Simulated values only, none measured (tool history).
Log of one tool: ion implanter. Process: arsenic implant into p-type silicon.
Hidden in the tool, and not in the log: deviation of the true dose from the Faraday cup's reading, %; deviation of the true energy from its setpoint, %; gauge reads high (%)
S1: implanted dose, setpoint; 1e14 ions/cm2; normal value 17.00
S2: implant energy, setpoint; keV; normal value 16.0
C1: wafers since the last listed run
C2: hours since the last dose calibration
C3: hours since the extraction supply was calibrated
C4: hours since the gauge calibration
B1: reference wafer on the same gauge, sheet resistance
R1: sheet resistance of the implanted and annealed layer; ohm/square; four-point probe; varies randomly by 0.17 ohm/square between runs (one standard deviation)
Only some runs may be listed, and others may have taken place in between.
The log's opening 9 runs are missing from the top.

run	day	S1	S2	C1	C2	C3	C4	B1	R1
10	27.567	20.08	18.5	1756	1918.6	80.7	725.7	105.98	108.84
11	29.704	20.08	18.5	1362	1969.9	132.0	777.0	106.05	108.81
12	31.225	17.00	17.5	969	2006.4	168.5	813.5	106.01	115.25
13	33.058	17.00	17.5	1168	2050.4	212.5	857.5	105.91	115.10
14	34.208	17.00	16.0	733	2078.0	240.1	885.1	105.99	117.57
15	36.483	17.00	16.0	1450	2132.6	294.7	939.7	106.04	117.74
# day 37.962: Faraday cup replaced and dose calibrated
16	38.217	17.00	16.0	892	6.1	336.3	981.3	106.00	116.28
17	41.167	14.90	20.5	1880	76.9	407.1	1052.1	105.98	114.06
18	44.121	21.18	20.5	1883	147.8	478.0	1123.0	106.08	103.66
19	46.204	21.28	17.5	1328	197.8	528.0	1173.0	105.99	108.32
20	48.304	17.00	16.0	1339	248.2	578.4	1223.4	106.04	116.22
# day 50.233: gauge calibrated
21	50.883	15.64	18.0	1644	310.1	640.3	15.6	106.00	116.01
22	52.475	17.00	16.0	1014	348.3	678.5	53.8	105.95	116.52
23	54.483	20.76	11.5	1280	396.5	726.7	102.0	105.94	119.08
24	55.679	17.00	16.0	762	425.2	755.4	130.7	105.96	116.57
25	57.579	21.54	20.5	1211	470.8	801.0	176.3	106.04	103.16
26	59.142	12.06	20.5	996	508.3	838.5	213.8	106.02	124.25
27	63.392	21.53	18.0	2709	610.3	940.5	315.8	106.03	107.33
28	65.300	17.00	16.0	1216	656.1	986.3	361.6	106.07	116.67
29	66.321	17.00	16.0	650	680.6	1010.8	386.1	105.98	116.43
30	67.471	13.10	12.5	733	708.2	1038.4	413.7	106.00	132.40
31	70.133	15.19	16.0	1697	772.1	1102.3	477.6	106.00	120.16
32	71.488	17.00	16.0	863	804.6	1134.8	510.1	106.01	116.76

What if the next run were any one of these 4? Each begins from the tool's condition after run 32:
A	71.504	17.00	16.0	10	805.0	1135.2	510.5	?	?
B	71.504	14.74	19.5	10	805.0	1135.2	510.5	?	?
C	71.504	14.29	16.0	10	805.0	1135.2	510.5	?	?
D	71.504	17.00	12.0	10	805.0	1135.2	510.5	?	?

run	B1	R1
A	105.99	116.42
B	105.99	115.93
C	105.99	122.65
D	105.99	123.12
Had the tool no hidden state, the same runs would have come out as:
run	R1
A	116.37
B	115.86
C	122.58
D	123.07
